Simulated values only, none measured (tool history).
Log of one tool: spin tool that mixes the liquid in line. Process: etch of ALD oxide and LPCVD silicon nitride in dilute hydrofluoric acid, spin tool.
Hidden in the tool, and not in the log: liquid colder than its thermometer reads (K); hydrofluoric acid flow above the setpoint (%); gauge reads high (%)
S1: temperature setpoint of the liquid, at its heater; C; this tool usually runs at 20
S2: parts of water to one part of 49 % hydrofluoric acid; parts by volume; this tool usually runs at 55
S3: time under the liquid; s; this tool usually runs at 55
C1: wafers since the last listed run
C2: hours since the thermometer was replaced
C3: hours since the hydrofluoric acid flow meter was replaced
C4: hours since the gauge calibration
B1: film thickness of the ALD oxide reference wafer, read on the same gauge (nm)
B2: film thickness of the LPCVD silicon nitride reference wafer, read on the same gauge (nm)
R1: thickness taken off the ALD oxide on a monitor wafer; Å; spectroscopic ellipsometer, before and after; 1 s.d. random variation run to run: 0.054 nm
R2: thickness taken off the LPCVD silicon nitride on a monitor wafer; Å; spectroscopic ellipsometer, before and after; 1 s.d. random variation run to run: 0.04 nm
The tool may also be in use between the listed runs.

{"run": 1, "hour": 0.0, "S1": 20, "S2": 55, "S3": 55, "C1": 0, "C2": 2152.3, "C3": 2093.6, "C4": 268.6, "B1": 99.99, "B2": 70.017, "R1": 161.8, "R2": 3.58}
{"run": 2, "hour": 12.9, "S1": 20, "S2": 55, "S3": 35, "C1": 211, "C2": 2165.2, "C3": 2106.5, "C4": 281.5, "B1": 99.99, "B2": 70.018, "R1": 103, "R2": 2.13}
{"run": 3, "hour": 21.4, "S1": 20, "S2": 55, "S3": 55, "C1": 139, "C2": 2173.7, "C3": 2115, "C4": 290, "B1": 100, "B2": 69.985, "R1": 162.3, "R2": 3.35}
{"run": 4, "hour": 29.2, "S1": 20, "S2": 55, "S3": 55, "C1": 127, "C2": 2181.5, "C3": 2122.8, "C4": 297.8, "B1": 99.98, "B2": 69.999, "R1": 162.5, "R2": 3.72}
{"run": 5, "hour": 41.4, "S1": 20, "S2": 55, "S3": 55, "C1": 199, "C2": 2193.7, "C3": 2135, "C4": 310, "B1": 99.99, "B2": 69.987, "R1": 161.7, "R2": 3.95}
{"run": 6, "hour": 58.8, "S1": 20, "S2": 55, "S3": 55, "C1": 285, "C2": 2211.1, "C3": 2152.4, "C4": 327.4, "B1": 100.02, "B2": 70.035, "R1": 162.6, "R2": 3.49}
{"run": 7, "hour": 70.2, "S1": 20, "S2": 55, "S3": 55, "C1": 186, "C2": 2222.5, "C3": 2163.8, "C4": 338.8, "B1": 100, "B2": 70.013, "R1": 162.2, "R2": 3.92}
{"hour": 74.2, "done": "gauge calibrated"}
{"run": 8, "hour": 77.3, "S1": 20, "S2": 55, "S3": 55, "C1": 116, "C2": 2229.6, "C3": 2170.9, "C4": 3.1, "B1": 99.98, "B2": 69.993, "R1": 161.4, "R2": 3.28}
{"run": 9, "hour": 87.3, "S1": 20, "S2": 55, "S3": 55, "C1": 163, "C2": 2239.6, "C3": 2180.9, "C4": 13.1, "B1": 100.01, "B2": 70.008, "R1": 162.7, "R2": 3.23}
{"run": 10, "hour": 97.4, "S1": 20, "S2": 55, "S3": 55, "C1": 165, "C2": 2249.7, "C3": 2191, "C4": 23.2, "B1": 100, "B2": 69.994, "R1": 163.2, "R2": 3.29}
{"hour": 101.1, "done": "hydrofluoric acid flow meter replaced"}
{"run": 11, "hour": 110.7, "S1": 18.5, "S2": 75, "S3": 30, "C1": 201, "C2": 2263, "C3": 9.6, "C4": 36.5, "B1": 99.98, "B2": 70.003, "R1": 53.3, "R2": 1.07}
{"run": 12, "hour": 116.9, "S1": 20, "S2": 55, "S3": 55, "C1": 101, "C2": 2269.2, "C3": 15.8, "C4": 42.7, "B1": 100, "B2": 69.98, "R1": 144.6, "R2": 3.34}
{"hour": 125.6, "done": "thermometer replaced"}
{"run": 13, "hour": 126.1, "S1": 17, "S2": 55, "S3": 35, "C1": 134, "C2": 0.5, "C3": 25, "C4": 51.9, "B1": 99.99, "B2": 69.997, "R1": 88.4, "R2": 1.86}
{"run": 14, "hour": 135.4, "S1": 17, "S2": 55, "S3": 30, "C1": 152, "C2": 9.8, "C3": 34.3, "C4": 61.2, "B1": 100, "B2": 69.998, "R1": 75, "R2": 1.59}
{"run": 15, "hour": 141.9, "S1": 18, "S2": 70, "S3": 30, "C1": 106, "C2": 16.3, "C3": 40.8, "C4": 67.7, "B1": 99.99, "B2": 69.986, "R1": 60.7, "R2": 1.27}
{"run": 16, "hour": 149.1, "S1": 20, "S2": 80, "S3": 35, "C1": 117, "C2": 23.5, "C3": 48, "C4": 74.9, "B1": 100, "B2": 70.003, "R1": 67, "R2": 1.86}
{"run": 17, "hour": 155.6, "S1": 20, "S2": 45, "S3": 35, "C1": 106, "C2": 30, "C3": 54.5, "C4": 81.4, "B1": 99.98, "B2": 69.979, "R1": 123.4, "R2": 2.48}
{"run": 18, "hour": 172.7, "S1": 20, "S2": 55, "S3": 55, "C1": 280, "C2": 47.1, "C3": 71.6, "C4": 98.5, "B1": 100.03, "B2": 70.009, "R1": 157.1, "R2": 3.04}
{"run": 19, "hour": 188.7, "S1": 20, "S2": 55, "S3": 55, "C1": 262, "C2": 63.1, "C3": 87.6, "C4": 114.5, "B1": 100, "B2": 69.99, "R1": 157.7, "R2": 3.54}
{"run": 20, "hour": 198.4, "S1": 20, "S2": 55, "S3": 25, "C1": 158, "C2": 72.8, "C3": 97.3, "C4": 124.2, "B1": 100.01, "B2": 70.006, "R1": 71.7, "R2": 1.52}
{"run": 21, "hour": 205.5, "S1": 17, "S2": 55, "S3": 55, "C1": 116, "C2": 79.9, "C3": 104.4, "C4": 131.3, "B1": 99.99, "B2": 69.998, "R1": 138.2, "R2": 3.03}
{"run": 22, "hour": 222.5, "S1": 20, "S2": 55, "S3": 55, "C1": 278, "C2": 96.9, "C3": 121.4, "C4": 148.3, "B1": 100.03, "B2": 70.008, "R1": 157.3, "R2": 4}
{"run": 23, "hour": 236.4, "S1": 20, "S2": 75, "S3": 55, "C1": 227, "C2": 110.8, "C3": 135.3, "C4": 162.2, "B1": 100, "B2": 70.006, "R1": 112.9, "R2": 2.42}
{"run": 24, "hour": 247.5, "S1": 23, "S2": 55, "S3": 20, "C1": 181, "C2": 121.9, "C3": 146.4, "C4": 173.3, "B1": 100, "B2": 70.006, "R1": 64.6, "R2": 1.67}
{"run": 25, "hour": 254.8, "S1": 20, "S2": 45, "S3": 55, "C1": 119, "C2": 129.2, "C3": 153.7, "C4": 180.6, "B1": 100.02, "B2": 69.993, "R1": 194.7, "R2": 4.71}
{"run": 26, "hour": 262.3, "S1": 20, "S2": 55, "S3": 70, "C1": 122, "C2": 136.7, "C3": 161.2, "C4": 188.1, "B1": 100.01, "B2": 70.002, "R1": 200.3, "R2": 4.67}
{"run": 27, "hour": 276.5, "S1": 17, "S2": 40, "S3": 35, "C1": 232, "C2": 150.9, "C3": 175.4, "C4": 202.3, "B1": 99.99, "B2": 69.995, "R1": 123.1, "R2": 2.54}

Across each entry between runs, compare the hidden state at the last listed run before it with the hidden state at the first listed run after it:
From run 7 to run 8: gauge calibrated (hour 74.2)
  liquid colder than its thermometer reads (K): 2.24 -> 2.25; hydrofluoric acid flow above the setpoint (%): 11.5 -> 11.6
  measured minus no-state result, R1: +3.2 -> +3.2 Å; R2: -0.2 -> -0.18 Å
From run 10 to run 11: hydrofluoric acid flow meter replaced (hour 101.1)
  liquid colder than its thermometer reads (K): 2.27 -> 2.28; hydrofluoric acid flow above the setpoint (%): 11.7 -> 0.576
  measured minus no-state result, R1: +3.2 -> -5 Å; R2: -0.17 -> -0.18 Å
From run 12 to run 13: thermometer replaced (hour 125.6)
  liquid colder than its thermometer reads (K): 2.28 -> 0.367; hydrofluoric acid flow above the setpoint (%): 0.608 -> 0.655
  measured minus no-state result, R1: -13.8 -> -0.8 Å; R2: -0.56 -> -0.03 Å
